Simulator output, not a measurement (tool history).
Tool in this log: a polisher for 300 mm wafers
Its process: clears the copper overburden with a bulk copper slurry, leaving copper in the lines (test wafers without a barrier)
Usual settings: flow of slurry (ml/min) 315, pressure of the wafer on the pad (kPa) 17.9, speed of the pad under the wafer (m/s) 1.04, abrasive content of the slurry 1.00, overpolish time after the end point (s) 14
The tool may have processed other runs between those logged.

| run | day | flow of slurry (ml/min) | pressure of the wafer on the pad (kPa) | speed of the pad under the wafer (m/s) | abrasive content of the slurry | overpolish time after the end point (s) | incoming thickness of the incoming film, nm | time until the end point was called (s) | dishing of a wide line in a test structure (Å) |
|---|---|---|---|---|---|---|---|---|---|
| 1 | 0.000 | 315 | 17.9 | 1.04 | 1.00 | 11 | 719.5 | 84.0 | 522 |
|  | 4.925 | slurry blender recalibrated |
| 2 | 6.754 | 315 | 17.9 | 1.04 | 1.00 | 11 | 726.4 | 91.4 | 519 |
| 3 | 8.492 | 315 | 17.9 | 1.22 | 1.00 | 14 | 717.1 | 79.5 | 621 |
|  | 10.883 | slurry nozzle cleaned |
|  | 12.929 | worn pad replaced by a new one |
| 4 | 12.950 | 315 | 17.9 | 1.04 | 1.00 | 14 | 729.3 | 83.0 | 604 |
| 5 | 15.242 | 315 | 17.9 | 1.04 | 1.00 | 14 | 707.9 | 80.2 | 629 |
| 6 | 16.600 | 315 | 17.9 | 1.04 | 1.00 | 14 | 727.2 | 82.4 | 619 |
| 7 | 19.225 | 315 | 17.9 | 1.04 | 1.00 | 14 | 725.2 | 82.5 | 628 |
| 8 | 22.067 | 315 | 17.9 | 1.04 | 1.00 | 14 | 734.5 | 84.8 | 604 |
|  | 23.717 | slurry blender recalibrated |
|  | 23.783 | head pressure recalibrated |
| 9 | 24.850 | 355 | 17.9 | 1.04 | 1.15 | 14 | 718.8 | 80.1 | 633 |
| 10 | 27.333 | 315 | 17.9 | 1.04 | 1.00 | 7 | 710.3 | 85.2 | 381 |
| 11 | 29.154 | 280 | 13.1 | 1.04 | 1.00 | 14 | 705.5 | 120.7 | 483 |
| 12 | 31.046 | 355 | 17.9 | 1.04 | 1.15 | 14 | 707.1 | 84.9 | 585 |
|  | 32.150 | worn pad replaced by a new one |
| 13 | 32.246 | 415 | 17.9 | 1.04 | 1.00 | 14 | 721.5 | 82.1 | 606 |
| 14 | 34.492 | 345 | 17.9 | 1.04 | 1.00 | 14 | 720.6 | 83.8 | 625 |
|  | 35.262 | slurry nozzle cleaned |
| 15 | 37.004 | 425 | 13.8 | 0.94 | 1.00 | 19 | 711.5 | 111.8 | 584 |
| 16 | 39.892 | 405 | 17.9 | 1.28 | 1.25 | 11 | 724.9 | 60.2 | 632 |
| 17 | 42.762 | 315 | 17.9 | 1.04 | 1.00 | 17 | 704.6 | 83.1 | 680 |
|  | 43.129 | slurry blender recalibrated |
| 18 | 43.983 | 315 | 22.1 | 0.84 | 1.00 | 14 | 718.4 | 83.6 | 619 |
| 19 | 48.158 | 245 | 17.9 | 1.26 | 1.00 | 14 | 719.5 | 75.1 | 661 |
|  | 54.662 | worn pad replaced by a new one |
| 20 | 56.683 | 315 | 15.9 | 1.04 | 1.00 | 14 | 716.8 | 95.5 | 590 |
|  | 58.267 | slurry nozzle cleaned |
| 21 | 59.192 | 385 | 17.9 | 0.86 | 1.25 | 10 | 729.1 | 90.2 | 467 |
| 22 | 60.633 | 315 | 17.9 | 1.04 | 1.00 | 14 | 716.9 | 81.2 | 634 |
| 23 | 62.321 | 315 | 17.9 | 1.04 | 1.00 | 14 | 724.2 | 81.9 | 610 |
| 24 | 64.171 | 220 | 17.9 | 1.04 | 1.30 | 14 | 716.6 | 78.2 | 664 |
| 25 | 65.296 | 370 | 17.9 | 1.14 | 1.25 | 14 | 723.4 | 69.5 | 665 |
|  | 66.796 | slurry blender recalibrated |
| 26 | 67.346 | 315 | 17.9 | 1.04 | 1.30 | 14 | 718.0 | 78.6 | 632 |
| 27 | 68.962 | 315 | 17.9 | 1.04 | 0.85 | 14 | 716.7 | 88.8 | 601 |
| 28 | 71.617 | 365 | 13.8 | 1.14 | 1.00 | 17 | 710.3 | 100.3 | 614 |

Each row is a separate what-if for the run after 28, all from the same tool condition, not one after another. Results?
| A | 71.633 | 315 | 17.9 | 0.76 | 1.00 | 14 | 718.3 | ? | ? |
| B | 71.633 | 315 | 20.7 | 0.84 | 1.00 | 14 | 718.3 | ? | ? |
| C | 71.633 | 350 | 13.1 | 1.04 | 1.00 | 14 | 718.3 | ? | ? |
| D | 71.633 | 315 | 17.9 | 0.74 | 0.80 | 14 | 718.3 | ? | ? |

| run | time until the end point was called (s) | dishing of a wide line in a test structure (Å) |
|---|---|---|
| A | 119.7 | 510 |
| B | 93.9 | 597 |
| C | 118.4 | 498 |
| D | 132.7 | 477 |
Had the tool no hidden state, the same runs would have come out as:
| run | time until the end point was called (s) | dishing of a wide line in a test structure (Å) |
|---|---|---|
| A | 110.0 | 537 |
| B | 86.3 | 625 |
| C | 109.0 | 523 |
| D | 121.9 | 504 |
